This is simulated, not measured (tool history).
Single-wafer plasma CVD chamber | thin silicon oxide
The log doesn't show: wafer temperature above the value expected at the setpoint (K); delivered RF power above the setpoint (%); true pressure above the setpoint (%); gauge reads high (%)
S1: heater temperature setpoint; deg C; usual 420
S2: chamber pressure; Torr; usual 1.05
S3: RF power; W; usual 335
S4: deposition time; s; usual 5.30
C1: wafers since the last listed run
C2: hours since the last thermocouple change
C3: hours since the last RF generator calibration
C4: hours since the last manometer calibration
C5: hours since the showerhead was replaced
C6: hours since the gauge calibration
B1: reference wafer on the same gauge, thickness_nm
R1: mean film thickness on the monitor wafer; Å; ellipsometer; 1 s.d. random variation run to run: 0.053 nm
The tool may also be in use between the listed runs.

run,day,S1,S2,S3,S4,C1,C2,C3,C4,C5,C6,B1,R1
1,0.000,420,1.18,335,5.30,0,1350.5,405.4,1756.2,4932.0,506.6,13.710,150.06
2,1.442,420,1.18,335,5.30,1279,1385.1,440.0,1790.8,4966.6,541.2,13.712,150.07
3,3.346,420,1.18,335,5.30,1689,1430.8,485.7,1836.5,5012.3,586.9,13.700,149.25
4,4.838,420,1.05,335,5.30,1323,1466.6,521.5,1872.3,5048.1,622.7,13.700,137.07
5,5.900,420,1.05,335,5.30,942,1492.1,547.0,1897.8,5073.6,648.2,13.679,137.08
6,11.833,420,1.05,335,5.30,5264,1634.5,689.4,2040.2,5216.0,790.6,13.704,136.01
7,13.358,420,1.05,335,5.30,1353,1671.1,726.0,2076.8,5252.6,827.2,13.697,134.35
# day 14.696: showerhead replaced
8,16.196,420,1.05,335,5.30,2221,1739.2,794.1,2144.9,36.0,895.3,13.692,135.91
9,17.583,420,1.05,335,5.30,1231,1772.5,827.4,2178.2,69.3,928.6,13.707,134.94
10,18.962,420,1.05,335,5.30,1223,1805.6,860.5,2211.3,102.4,961.7,13.706,134.45
11,20.733,420,1.05,335,5.30,1571,1848.1,903.0,2253.8,144.9,1004.2,13.699,133.98
12,22.817,420,1.05,335,5.30,1848,1898.1,953.0,2303.8,194.9,1054.2,13.695,133.48
# day 23.954: RF generator calibrated
13,24.421,425,0.93,305,6.28,1127,1936.6,11.2,2342.3,233.4,1092.7,13.678,139.58
14,26.592,420,1.05,395,5.61,1926,1988.7,63.3,2394.4,285.5,1144.8,13.692,155.31
# day 27.921: gauge calibrated
15,28.133,420,0.87,275,5.30,1367,2025.7,100.3,2431.4,322.5,5.1,13.698,105.43
16,29.250,420,1.05,335,5.30,990,2052.5,127.1,2458.2,349.3,31.9,13.681,138.06
17,31.258,435,1.05,335,5.30,1782,2100.7,175.3,2506.4,397.5,80.1,13.712,136.19
18,33.704,408,1.24,335,4.81,2170,2159.4,234.0,2565.1,456.2,138.8,13.699,141.81
# day 34.350: capacitance manometer re-zeroed and calibrated
# day 34.796: thermocouple changed; heater temperature recalibrated
19,35.979,420,0.85,335,5.30,1427,28.4,288.6,39.1,510.8,193.4,13.707,109.41
20,38.075,429,0.84,315,4.82,1859,78.7,338.9,89.4,561.1,243.7,13.704,95.77
21,40.825,430,1.05,360,5.77,2440,144.7,404.9,155.4,627.1,309.7,13.690,152.15
22,42.367,420,1.05,335,5.30,1367,181.7,441.9,192.4,664.1,346.7,13.709,136.49
23,43.421,420,1.05,335,5.30,935,207.0,467.2,217.7,689.4,372.0,13.722,137.64
24,44.429,420,0.89,315,4.25,894,231.2,491.4,241.9,713.6,396.2,13.708,90.68
25,45.892,433,0.87,370,5.90,1297,266.3,526.5,277.0,748.7,431.3,13.692,127.70

3 ways to go on from here, each from the tool as it stands after run 25. What would each give?
A,45.908,420,1.05,335,5.30,14,266.7,526.9,277.4,749.1,431.7,?,?
B,45.908,420,0.97,315,5.30,14,266.7,526.9,277.4,749.1,431.7,?,?
C,45.908,420,0.84,380,4.98,14,266.7,526.9,277.4,749.1,431.7,?,?

run,B1,R1
A,13.701,136.74
B,13.701,124.25
C,13.701,106.01
Had the tool no hidden state, the same runs would have come out as:
run,R1
A,138.13
B,125.51
C,107.00
